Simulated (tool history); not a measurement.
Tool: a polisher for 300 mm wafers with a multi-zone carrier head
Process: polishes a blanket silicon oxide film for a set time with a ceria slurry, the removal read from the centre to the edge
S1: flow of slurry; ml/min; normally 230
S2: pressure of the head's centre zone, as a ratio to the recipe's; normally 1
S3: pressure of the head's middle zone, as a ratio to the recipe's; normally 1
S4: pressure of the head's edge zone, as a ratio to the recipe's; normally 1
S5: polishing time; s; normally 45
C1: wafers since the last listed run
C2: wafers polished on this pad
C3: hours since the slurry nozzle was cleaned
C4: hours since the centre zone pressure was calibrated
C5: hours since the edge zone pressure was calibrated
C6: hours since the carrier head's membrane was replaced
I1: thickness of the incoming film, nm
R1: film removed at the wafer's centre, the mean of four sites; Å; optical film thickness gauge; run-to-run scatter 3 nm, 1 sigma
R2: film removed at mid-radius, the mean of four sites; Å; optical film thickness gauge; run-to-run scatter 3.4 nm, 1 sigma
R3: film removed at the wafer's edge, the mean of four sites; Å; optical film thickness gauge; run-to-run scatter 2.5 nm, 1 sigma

run 1 day=0 | S1=180 S2=1 S3=1 S4=1 S5=45 | C1=0 C2=1073 C3=190.7 C4=626.1 C5=1133.7 C6=928.8 | I1=1433.3 | R1=2266 R2=2483 R3=2555
-- day=0.771 worn pad replaced by a new one
run 2 day=0.908 | S1=285 S2=1 S3=1 S4=1 S5=45 | C1=167 C2=30 C3=212.5 C4=647.9 C5=1155.5 C6=950.6 | I1=1448.8 | R1=2455 R2=2690 R3=2737
run 3 day=1.888 | S1=285 S2=1 S3=1 S4=1 S5=45 | C1=221 C2=252 C3=236 C4=671.4 C5=1179 C6=974.1 | I1=1425.2 | R1=2402 R2=2712 R3=2705
run 4 day=3.05 | S1=230 S2=1 S3=1 S4=1 S5=45 | C1=263 C2=515 C3=263.9 C4=699.3 C5=1206.9 C6=1002 | I1=1414.7 | R1=2361 R2=2612 R3=2588
run 5 day=3.912 | S1=230 S2=1 S3=1 S4=1 S5=45 | C1=195 C2=711 C3=284.6 C4=720 C5=1227.6 C6=1022.7 | I1=1418.6 | R1=2294 R2=2561 R3=2660
-- day=4.358 centre zone pressure recalibrated
run 6 day=4.646 | S1=230 S2=1 S3=1 S4=1 S5=45 | C1=147 C2=858 C3=302.2 C4=6.9 C5=1245.2 C6=1040.3 | I1=1441.5 | R1=2529 R2=2625 R3=2597
run 7 day=5.704 | S1=230 S2=1 S3=1 S4=1 S5=45 | C1=239 C2=1098 C3=327.6 C4=32.3 C5=1270.6 C6=1065.7 | I1=1409.4 | R1=2529 R2=2592 R3=2551
-- day=5.888 edge zone pressure recalibrated
run 8 day=7.192 | S1=230 S2=1.08 S3=1 S4=1 S5=45 | C1=318 C2=1416 C3=363.3 C4=68 C5=31.3 C6=1101.4 | I1=1395.9 | R1=2682 R2=2569 R3=2566
-- day=7.733 worn pad replaced by a new one
run 9 day=7.754 | S1=230 S2=1 S3=0.88 S4=1 S5=41 | C1=89 C2=4 C3=376.8 C4=81.5 C5=44.8 C6=1114.9 | I1=1410.4 | R1=2368 R2=2185 R3=2446
run 10 day=8.883 | S1=230 S2=1 S3=1 S4=1 S5=45 | C1=255 C2=260 C3=403.9 C4=108.6 C5=71.9 C6=1142 | I1=1427.8 | R1=2536 R2=2605 R3=2702
run 11 day=10.362 | S1=230 S2=1.05 S3=1.07 S4=1.09 S5=45 | C1=335 C2=595 C3=439.4 C4=144.1 C5=107.4 C6=1177.5 | I1=1422.6 | R1=2657 R2=2781 R3=2733
run 12 day=11.167 | S1=230 S2=1 S3=1 S4=1 S5=45 | C1=182 C2=777 C3=458.7 C4=163.4 C5=126.7 C6=1196.8 | I1=1432.9 | R1=2572 R2=2646 R3=2677
run 13 day=12.438 | S1=180 S2=1 S3=1 S4=1 S5=45 | C1=287 C2=1064 C3=489.2 C4=193.9 C5=157.2 C6=1227.3 | I1=1390.8 | R1=2381 R2=2486 R3=2509
-- day=12.767 slurry nozzle cleaned
-- day=13.388 worn pad replaced by a new one
run 14 day=13.642 | S1=230 S2=1 S3=1 S4=1 S5=45 | C1=225 C2=57 C3=21 C4=222.8 C5=186.1 C6=1256.2 | I1=1424.7 | R1=2530 R2=2667 R3=2664
run 15 day=14.292 | S1=290 S2=1.08 S3=1.05 S4=1 S5=56 | C1=147 C2=204 C3=36.6 C4=238.4 C5=201.7 C6=1271.8 | I1=1435.5 | R1=3561 R2=3531 R3=3358
run 16 day=15.004 | S1=270 S2=0.93 S3=1 S4=1.05 S5=54 | C1=161 C2=365 C3=53.7 C4=255.5 C5=218.8 C6=1288.9 | I1=1412.3 | R1=2815 R2=3288 R3=3301
-- day=15.929 carrier head's membrane replaced by a new one
run 17 day=16.212 | S1=230 S2=1 S3=1.06 S4=1 S5=32 | C1=226 C2=592 C3=82.7 C4=284.5 C5=247.8 C6=6.8 | I1=1408.5 | R1=1745 R2=1898 R3=1870
run 18 day=18.333 | S1=230 S2=0.93 S3=0.94 S4=1.04 S5=45 | C1=480 C2=1072 C3=133.6 C4=335.4 C5=298.7 C6=57.7 | I1=1430.3 | R1=2238 R2=2395 R3=2637
-- day=19.262 worn pad replaced by a new one
run 19 day=21.954 | S1=230 S2=1 S3=1 S4=1 S5=30 | C1=782 C2=609 C3=220.5 C4=422.3 C5=385.6 C6=144.6 | I1=1391.1 | R1=1626 R2=1768 R3=1751
run 20 day=22.808 | S1=230 S2=1 S3=1 S4=1 S5=59 | C1=193 C2=803 C3=241 C4=442.8 C5=406.1 C6=165.1 | I1=1419.2 | R1=3195 R2=3348 R3=3500
run 21 day=24.217 | S1=230 S2=1 S3=1 S4=1.07 S5=36 | C1=318 C2=1122 C3=274.8 C4=476.6 C5=439.9 C6=198.9 | I1=1433.6 | R1=1883 R2=2066 R3=2160
run 22 day=25.362 | S1=230 S2=1.06 S3=1 S4=1.05 S5=45 | C1=259 C2=1381 C3=302.3 C4=504.1 C5=467.4 C6=226.4 | I1=1438.8 | R1=2421 R2=2539 R3=2570
-- day=26.546 worn pad replaced by a new one
run 23 day=26.567 | S1=155 S2=1 S3=0.95 S4=1 S5=51 | C1=234 C2=5 C3=331.2 C4=533 C5=496.3 C6=255.3 | I1=1433.3 | R1=2539 R2=2692 R3=2932

Alternative continuations, all from the tool just after run 23; predict every row:
run A day=26.583 | S1=230 S2=1.1 S3=1 S4=1 S5=45 | C1=3 C2=8 C3=331.6 C4=533.4 C5=496.7 C6=255.7 | I1=1433.1 | R1=? R2=? R3=?
run B day=26.583 | S1=230 S2=1.08 S3=0.92 S4=0.92 S5=30 | C1=3 C2=8 C3=331.6 C4=533.4 C5=496.7 C6=255.7 | I1=1433.1 | R1=? R2=? R3=?
run C day=26.583 | S1=270 S2=1 S3=1.05 S4=1 S5=36 | C1=3 C2=8 C3=331.6 C4=533.4 C5=496.7 C6=255.7 | I1=1433.1 | R1=? R2=? R3=?

run=A R1=2573 R2=2658 R3=2677
run=B R1=1683 R2=1653 R3=1717
run=C R1=1906 R2=2257 R3=2169
With the hidden condition removed and each run's random variation left untouched, the same runs would have given:
run=A R1=2855 R2=2664 R3=2684
run=B R1=1868 R2=1656 R3=1722
run=C R1=2117 R2=2262 R3=2175

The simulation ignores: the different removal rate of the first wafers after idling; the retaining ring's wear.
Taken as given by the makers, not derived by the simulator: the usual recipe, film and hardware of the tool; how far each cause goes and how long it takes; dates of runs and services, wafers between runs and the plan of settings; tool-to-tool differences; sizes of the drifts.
